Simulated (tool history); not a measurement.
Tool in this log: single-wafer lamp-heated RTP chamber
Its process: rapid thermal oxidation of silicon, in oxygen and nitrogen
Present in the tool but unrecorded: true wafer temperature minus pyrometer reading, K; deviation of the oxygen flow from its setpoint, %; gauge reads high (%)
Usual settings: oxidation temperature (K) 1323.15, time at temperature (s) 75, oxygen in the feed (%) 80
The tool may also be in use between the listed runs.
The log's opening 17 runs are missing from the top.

run,hour,oxidation temperature (K),time at temperature (s),oxygen in the feed (%),wafers since the last listed run,wafers since the last pyrometer calibration,hours since the oxygen flow controller was replaced,hours since the gauge calibration,"read-back reference wafer on the same gauge, thickness",oxide thickness on the monitor wafer (nm)
18,488.1,1323.15,48,65,173,4507,4291.2,525.5,8.761,7.116
19,521.5,1323.15,75,80,283,4791,4324.6,558.9,8.776,9.284
20,539.1,1353.15,107,89,149,4940,4342.2,576.5,8.764,14.010
# hour 560.8: oxygen flow controller replaced
21,561.4,1297.15,75,51,121,5062,0.6,598.8,8.764,6.649
22,595.3,1349.15,75,80,287,5349,34.5,632.7,8.758,11.073
# hour 607.2: gauge calibrated
23,610.8,1323.15,75,80,131,5481,50.0,3.6,8.767,9.376
24,628.8,1323.15,75,80,152,5634,68.0,21.6,8.763,9.276
25,656.5,1311.15,75,80,235,5869,95.7,49.3,8.774,8.703
26,688.5,1311.15,53,98,271,6140,127.7,81.3,8.774,7.938
# hour 712.7: pyrometer window cleaned and pyrometer calibrated
27,713.7,1314.15,109,97,145,8,152.9,106.5,8.766,10.523
28,731.8,1342.15,57,95,153,162,171.0,124.6,8.777,9.421
29,760.1,1308.15,75,68,240,402,199.3,152.9,8.772,7.542
30,772.9,1323.15,53,80,108,511,212.1,165.7,8.778,7.568
31,791.8,1323.15,75,80,160,671,231.0,184.6,8.765,8.817
32,821.8,1323.15,75,63,254,926,261.0,214.6,8.775,8.263
33,849.3,1323.15,58,80,233,1159,288.5,242.1,8.778,8.087
34,872.3,1323.15,41,97,195,1354,311.5,265.1,8.780,7.292
35,884.7,1310.15,102,98,105,1459,323.9,277.5,8.774,10.283
36,899.0,1346.15,75,91,121,1581,338.2,291.8,8.782,11.077
37,919.5,1323.15,75,80,173,1755,358.7,312.3,8.777,9.145
38,934.7,1336.15,75,80,128,1884,373.9,327.5,8.772,9.932
39,960.6,1323.15,110,98,219,2104,399.8,353.4,8.775,11.717

Branching from run 39: 3 alternative next runs. What would each branch give?
A,961.0,1323.15,75,80,3,2107,400.2,353.8,?,?
B,961.0,1306.15,44,56,3,2107,400.2,353.8,?,?
C,961.0,1345.15,75,80,3,2107,400.2,353.8,?,?

run,"read-back reference wafer on the same gauge, thickness",oxide thickness on the monitor wafer (nm)
A,8.773,9.063
B,8.773,5.622
C,8.773,10.496
Had the tool no hidden state, the same runs would have come out as:
run,oxide thickness on the monitor wafer (nm)
A,8.636
B,5.357
C,10.019

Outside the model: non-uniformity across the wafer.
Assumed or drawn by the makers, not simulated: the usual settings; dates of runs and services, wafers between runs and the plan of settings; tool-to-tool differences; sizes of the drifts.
